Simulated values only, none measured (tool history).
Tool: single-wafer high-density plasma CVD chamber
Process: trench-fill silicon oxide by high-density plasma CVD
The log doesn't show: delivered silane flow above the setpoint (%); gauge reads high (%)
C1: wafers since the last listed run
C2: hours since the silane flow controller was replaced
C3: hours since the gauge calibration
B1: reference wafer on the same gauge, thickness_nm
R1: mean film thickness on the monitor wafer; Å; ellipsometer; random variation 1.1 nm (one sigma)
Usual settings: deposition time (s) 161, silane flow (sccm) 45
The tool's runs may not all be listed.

{"run": 1, "hour": 0.0, "deposition time (s)": 161, "silane flow (sccm)": 45, "C1": 0, "C2": 3898.2, "C3": 173.4, "B1": 656.153, "R1": 6850.29}
{"run": 2, "hour": 13.0, "deposition time (s)": 161, "silane flow (sccm)": 45, "C1": 153, "C2": 3911.2, "C3": 186.4, "B1": 656.327, "R1": 6850.89}
{"run": 3, "hour": 26.4, "deposition time (s)": 161, "silane flow (sccm)": 45, "C1": 157, "C2": 3924.6, "C3": 199.8, "B1": 656.032, "R1": 6833.84}
{"run": 4, "hour": 33.6, "deposition time (s)": 161, "silane flow (sccm)": 45, "C1": 84, "C2": 3931.8, "C3": 207.0, "B1": 656.319, "R1": 6832.79}
{"run": 5, "hour": 45.4, "deposition time (s)": 161, "silane flow (sccm)": 45, "C1": 139, "C2": 3943.6, "C3": 218.8, "B1": 655.948, "R1": 6844.95}
{"run": 6, "hour": 62.8, "deposition time (s)": 161, "silane flow (sccm)": 45, "C1": 204, "C2": 3961.0, "C3": 236.2, "B1": 655.657, "R1": 6825.94}
{"run": 7, "hour": 73.1, "deposition time (s)": 161, "silane flow (sccm)": 45, "C1": 121, "C2": 3971.3, "C3": 246.5, "B1": 655.509, "R1": 6846.07}
{"run": 8, "hour": 81.4, "deposition time (s)": 161, "silane flow (sccm)": 45, "C1": 97, "C2": 3979.6, "C3": 254.8, "B1": 656.246, "R1": 6842.63}
{"run": 9, "hour": 94.8, "deposition time (s)": 161, "silane flow (sccm)": 41, "C1": 157, "C2": 3993.0, "C3": 268.2, "B1": 655.71, "R1": 6266.14}
{"run": 10, "hour": 101.5, "deposition time (s)": 161, "silane flow (sccm)": 41, "C1": 78, "C2": 3999.7, "C3": 274.9, "B1": 656.236, "R1": 6261.81}
{"run": 11, "hour": 115.1, "deposition time (s)": 161, "silane flow (sccm)": 45, "C1": 160, "C2": 4013.3, "C3": 288.5, "B1": 655.979, "R1": 6827.35}
{"run": 12, "hour": 132.9, "deposition time (s)": 161, "silane flow (sccm)": 45, "C1": 209, "C2": 4031.1, "C3": 306.3, "B1": 655.921, "R1": 6831.26}
{"run": 13, "hour": 181.5, "deposition time (s)": 161, "silane flow (sccm)": 45, "C1": 572, "C2": 4079.7, "C3": 354.9, "B1": 656.406, "R1": 6814.85}
{"run": 14, "hour": 192.6, "deposition time (s)": 161, "silane flow (sccm)": 45, "C1": 130, "C2": 4090.8, "C3": 366.0, "B1": 655.609, "R1": 6841.66}
{"run": 15, "hour": 205.5, "deposition time (s)": 161, "silane flow (sccm)": 45, "C1": 151, "C2": 4103.7, "C3": 378.9, "B1": 655.898, "R1": 6810.18}
{"run": 16, "hour": 217.9, "deposition time (s)": 161, "silane flow (sccm)": 45, "C1": 146, "C2": 4116.1, "C3": 391.3, "B1": 656.125, "R1": 6805.93}
{"run": 17, "hour": 226.2, "deposition time (s)": 161, "silane flow (sccm)": 45, "C1": 97, "C2": 4124.4, "C3": 399.6, "B1": 655.521, "R1": 6834.89}
{"run": 18, "hour": 238.1, "deposition time (s)": 161, "silane flow (sccm)": 45, "C1": 140, "C2": 4136.3, "C3": 411.5, "B1": 656.507, "R1": 6808.14}
{"run": 19, "hour": 278.0, "deposition time (s)": 161, "silane flow (sccm)": 45, "C1": 470, "C2": 4176.2, "C3": 451.4, "B1": 656.269, "R1": 6810.46}
{"run": 20, "hour": 295.8, "deposition time (s)": 161, "silane flow (sccm)": 45, "C1": 209, "C2": 4194.0, "C3": 469.2, "B1": 655.937, "R1": 6802.32}
{"run": 21, "hour": 312.8, "deposition time (s)": 161, "silane flow (sccm)": 45, "C1": 200, "C2": 4211.0, "C3": 486.2, "B1": 655.931, "R1": 6811.0}
{"run": 22, "hour": 319.9, "deposition time (s)": 161, "silane flow (sccm)": 45, "C1": 83, "C2": 4218.1, "C3": 493.3, "B1": 656.237, "R1": 6780.81}
{"run": 23, "hour": 334.1, "deposition time (s)": 161, "silane flow (sccm)": 45, "C1": 167, "C2": 4232.3, "C3": 507.5, "B1": 656.578, "R1": 6806.16}
{"run": 24, "hour": 349.6, "deposition time (s)": 161, "silane flow (sccm)": 45, "C1": 182, "C2": 4247.8, "C3": 523.0, "B1": 656.202, "R1": 6807.42}
{"run": 25, "hour": 362.6, "deposition time (s)": 161, "silane flow (sccm)": 45, "C1": 153, "C2": 4260.8, "C3": 536.0, "B1": 655.758, "R1": 6785.42}
{"run": 26, "hour": 371.6, "deposition time (s)": 133, "silane flow (sccm)": 45, "C1": 106, "C2": 4269.8, "C3": 545.0, "B1": 655.808, "R1": 5603.54}
{"run": 27, "hour": 387.0, "deposition time (s)": 187, "silane flow (sccm)": 42, "C1": 181, "C2": 4285.2, "C3": 560.4, "B1": 655.787, "R1": 7406.46}
{"run": 28, "hour": 404.9, "deposition time (s)": 137, "silane flow (sccm)": 49, "C1": 210, "C2": 4303.1, "C3": 578.3, "B1": 656.07, "R1": 6232.87}
{"hour": 421.0, "done": "gauge calibrated"}
{"run": 29, "hour": 421.0, "deposition time (s)": 182, "silane flow (sccm)": 45, "C1": 189, "C2": 4319.2, "C3": 0.0, "B1": 656.154, "R1": 7688.43}
{"hour": 434.9, "done": "silane flow controller replaced"}
{"run": 30, "hour": 435.4, "deposition time (s)": 151, "silane flow (sccm)": 50, "C1": 75, "C2": 0.5, "C3": 14.4, "B1": 656.091, "R1": 7299.84}
{"run": 31, "hour": 441.3, "deposition time (s)": 161, "silane flow (sccm)": 45, "C1": 69, "C2": 6.4, "C3": 20.3, "B1": 655.962, "R1": 7057.75}
{"run": 32, "hour": 457.2, "deposition time (s)": 161, "silane flow (sccm)": 45, "C1": 187, "C2": 22.3, "C3": 36.2, "B1": 656.209, "R1": 7056.65}
{"run": 33, "hour": 472.3, "deposition time (s)": 161, "silane flow (sccm)": 45, "C1": 177, "C2": 37.4, "C3": 51.3, "B1": 656.595, "R1": 7051.71}
{"run": 34, "hour": 490.0, "deposition time (s)": 161, "silane flow (sccm)": 45, "C1": 208, "C2": 55.1, "C3": 69.0, "B1": 656.205, "R1": 7059.13}
{"run": 35, "hour": 504.9, "deposition time (s)": 185, "silane flow (sccm)": 49, "C1": 175, "C2": 70.0, "C3": 83.9, "B1": 655.722, "R1": 8741.88}
{"run": 36, "hour": 513.5, "deposition time (s)": 182, "silane flow (sccm)": 45, "C1": 101, "C2": 78.6, "C3": 92.5, "B1": 655.928, "R1": 7968.09}
{"run": 37, "hour": 540.2, "deposition time (s)": 139, "silane flow (sccm)": 45, "C1": 314, "C2": 105.3, "C3": 119.2, "B1": 656.627, "R1": 6095.74}
{"run": 38, "hour": 550.6, "deposition time (s)": 129, "silane flow (sccm)": 36, "C1": 122, "C2": 115.7, "C3": 129.6, "B1": 656.32, "R1": 4624.43}
{"run": 39, "hour": 562.1, "deposition time (s)": 161, "silane flow (sccm)": 45, "C1": 135, "C2": 127.2, "C3": 141.1, "B1": 656.452, "R1": 7045.37}
{"run": 40, "hour": 573.1, "deposition time (s)": 169, "silane flow (sccm)": 38, "C1": 129, "C2": 138.2, "C3": 152.1, "B1": 655.967, "R1": 6361.98}
{"run": 41, "hour": 590.2, "deposition time (s)": 177, "silane flow (sccm)": 45, "C1": 201, "C2": 155.3, "C3": 169.2, "B1": 656.146, "R1": 7759.17}
{"run": 42, "hour": 608.0, "deposition time (s)": 190, "silane flow (sccm)": 37, "C1": 209, "C2": 173.1, "C3": 187.0, "B1": 656.001, "R1": 7001.76}
{"run": 43, "hour": 623.8, "deposition time (s)": 135, "silane flow (sccm)": 50, "C1": 186, "C2": 188.9, "C3": 202.8, "B1": 656.183, "R1": 6521.33}
{"run": 44, "hour": 635.6, "deposition time (s)": 173, "silane flow (sccm)": 45, "C1": 139, "C2": 200.7, "C3": 214.6, "B1": 655.749, "R1": 7557.29}
{"run": 45, "hour": 653.2, "deposition time (s)": 161, "silane flow (sccm)": 45, "C1": 207, "C2": 218.3, "C3": 232.2, "B1": 656.129, "R1": 7068.01}

3 ways to go on from here, each from the tool as it stands after run 45. What would each give?
{"run": "A", "hour": 653.6, "deposition time (s)": 145, "silane flow (sccm)": 45, "C1": 4, "C2": 218.7, "C3": 232.6, "B1": "?", "R1": "?"}
{"run": "B", "hour": 653.6, "deposition time (s)": 177, "silane flow (sccm)": 50, "C1": 4, "C2": 218.7, "C3": 232.6, "B1": "?", "R1": "?"}
{"run": "C", "hour": 653.6, "deposition time (s)": 148, "silane flow (sccm)": 50, "C1": 4, "C2": 218.7, "C3": 232.6, "B1": "?", "R1": "?"}

run=A B1=655.831 R1=6358.63
run=B B1=655.831 R1=8540.44
run=C B1=655.831 R1=7141.16
Without the tool's hidden state the same runs would have given:
run=A R1=6347.38
run=B R1=8525.33
run=C R1=7128.53
